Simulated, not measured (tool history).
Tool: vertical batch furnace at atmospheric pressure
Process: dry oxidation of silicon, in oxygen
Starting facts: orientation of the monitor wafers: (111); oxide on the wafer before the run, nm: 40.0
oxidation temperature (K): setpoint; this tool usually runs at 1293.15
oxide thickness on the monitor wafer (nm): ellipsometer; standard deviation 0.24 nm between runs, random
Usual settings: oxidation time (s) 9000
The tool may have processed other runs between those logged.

run	hour	oxidation temperature (K)	oxidation time (s)	wafers since the last listed run	hours since the last temperature calibration	hours since the boat lift was adjusted	hours since the gauge calibration	read-back reference wafer on the same gauge, thickness	oxide thickness on the monitor wafer (nm)
1	0	1293.15	9000	0	2604.9	3047.9	230.9	162.01	159.62
2	20.7	1293.15	9000	338	2625.6	3068.6	251.6	161.98	160.29
3	38.1	1293.15	9000	284	2643	3086	269	162	160.15
4	63.1	1283.15	5880	408	2668	3111	294	162	121.42
# hour 77.6: gauge calibrated
5	87.4	1283.15	5880	397	2692.3	3135.3	9.8	162.11	121.64
# hour 142.1: thermocouples replaced and temperature profile calibrated
6	142.6	1284.15	9000	509	0.5	3190.5	65	162.1	152.41
# hour 180.1: boat lift adjusted
7	180.6	1284.15	9000	228	38.5	0.5	103	162.04	151.98
8	185.9	1293.15	6480	86	43.8	5.8	108.3	161.98	134.78
9	196.1	1293.15	6480	166	54	16	118.5	161.97	134.65
10	228.7	1313.15	11910	532	86.6	48.6	151.1	162.12	206.12
11	243.7	1309.15	11640	245	101.6	63.6	166.1	161.85	199.41
12	268.1	1293.15	9000	398	126	88	190.5	162.05	159.98
13	304	1310.15	4800	586	161.9	123.9	226.4	161.95	125.64
14	321.1	1293.15	9000	279	179	141	243.5	162.01	159.74
15	353.1	1279.15	4620	522	211	173	275.5	161.94	106.04
# hour 371.1: gauge calibrated
16	387.3	1268.15	7770	558	245.2	207.2	16.2	162.03	129.21

The next listed run, before its measurement:
17	422.9	1293.15	13410	581	280.8	242.8	51.8	?	?

read-back reference wafer on the same gauge, thickness: 162
oxide thickness on the monitor wafer (nm): 198.33
On a tool with no hidden condition, and with the same random variation, this run would have come out at oxide thickness on the monitor wafer (nm) 198.33.

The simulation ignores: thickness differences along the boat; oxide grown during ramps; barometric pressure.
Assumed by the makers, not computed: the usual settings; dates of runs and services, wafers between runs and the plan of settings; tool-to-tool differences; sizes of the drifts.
